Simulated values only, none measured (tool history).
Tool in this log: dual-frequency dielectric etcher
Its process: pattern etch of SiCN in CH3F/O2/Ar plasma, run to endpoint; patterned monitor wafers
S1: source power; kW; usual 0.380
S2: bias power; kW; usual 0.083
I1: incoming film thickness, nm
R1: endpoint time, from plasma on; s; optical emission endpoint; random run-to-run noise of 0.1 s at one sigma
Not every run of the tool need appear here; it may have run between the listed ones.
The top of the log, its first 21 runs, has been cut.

{"run": 22, "hour": 650.2, "S1": 0.46, "S2": 0.069, "I1": 11.91, "R1": 33.6}
{"run": 23, "hour": 669.1, "S1": 0.38, "S2": 0.083, "I1": 12.08, "R1": 32.8}
{"run": 24, "hour": 698.5, "S1": 0.29, "S2": 0.083, "I1": 11.94, "R1": 34.1}
{"run": 25, "hour": 712.1, "S1": 0.41, "S2": 0.102, "I1": 12.03, "R1": 29.9}
{"run": 26, "hour": 737.9, "S1": 0.47, "S2": 0.074, "I1": 12.08, "R1": 33.0}
{"run": 27, "hour": 765.7, "S1": 0.42, "S2": 0.088, "I1": 11.95, "R1": 31.3}
{"run": 28, "hour": 796.2, "S1": 0.33, "S2": 0.089, "I1": 12.05, "R1": 32.9}
{"run": 29, "hour": 821.1, "S1": 0.38, "S2": 0.095, "I1": 11.96, "R1": 31.2}
{"hour": 859.5, "done": "wet clean of the chamber"}
{"run": 30, "hour": 860.0, "S1": 0.29, "S2": 0.067, "I1": 12.06, "R1": 36.5}
{"run": 31, "hour": 873.3, "S1": 0.47, "S2": 0.099, "I1": 11.93, "R1": 28.6}
{"run": 32, "hour": 892.1, "S1": 0.38, "S2": 0.083, "I1": 11.98, "R1": 32.0}
{"run": 33, "hour": 923.1, "S1": 0.46, "S2": 0.071, "I1": 12.01, "R1": 32.9}
{"run": 34, "hour": 948.0, "S1": 0.47, "S2": 0.076, "I1": 12.06, "R1": 32.2}
{"run": 35, "hour": 960.7, "S1": 0.38, "S2": 0.083, "I1": 11.87, "R1": 31.8}
{"run": 36, "hour": 981.6, "S1": 0.33, "S2": 0.062, "I1": 11.97, "R1": 36.9}

3 ways to go on from here, each from the tool as it stands after run 36. What would each give?
{"run": "A", "hour": 982.0, "S1": 0.38, "S2": 0.083, "I1": 11.97, "R1": "?"}
{"run": "B", "hour": 982.0, "S1": 0.47, "S2": 0.083, "I1": 11.97, "R1": "?"}
{"run": "C", "hour": 982.0, "S1": 0.28, "S2": 0.083, "I1": 11.97, "R1": "?"}

run=A R1=32.4
run=B R1=31.0
run=C R1=34.1
Had the tool no hidden state, the same runs would have come out as:
run=A R1=32.1
run=B R1=30.8
run=C R1=33.9

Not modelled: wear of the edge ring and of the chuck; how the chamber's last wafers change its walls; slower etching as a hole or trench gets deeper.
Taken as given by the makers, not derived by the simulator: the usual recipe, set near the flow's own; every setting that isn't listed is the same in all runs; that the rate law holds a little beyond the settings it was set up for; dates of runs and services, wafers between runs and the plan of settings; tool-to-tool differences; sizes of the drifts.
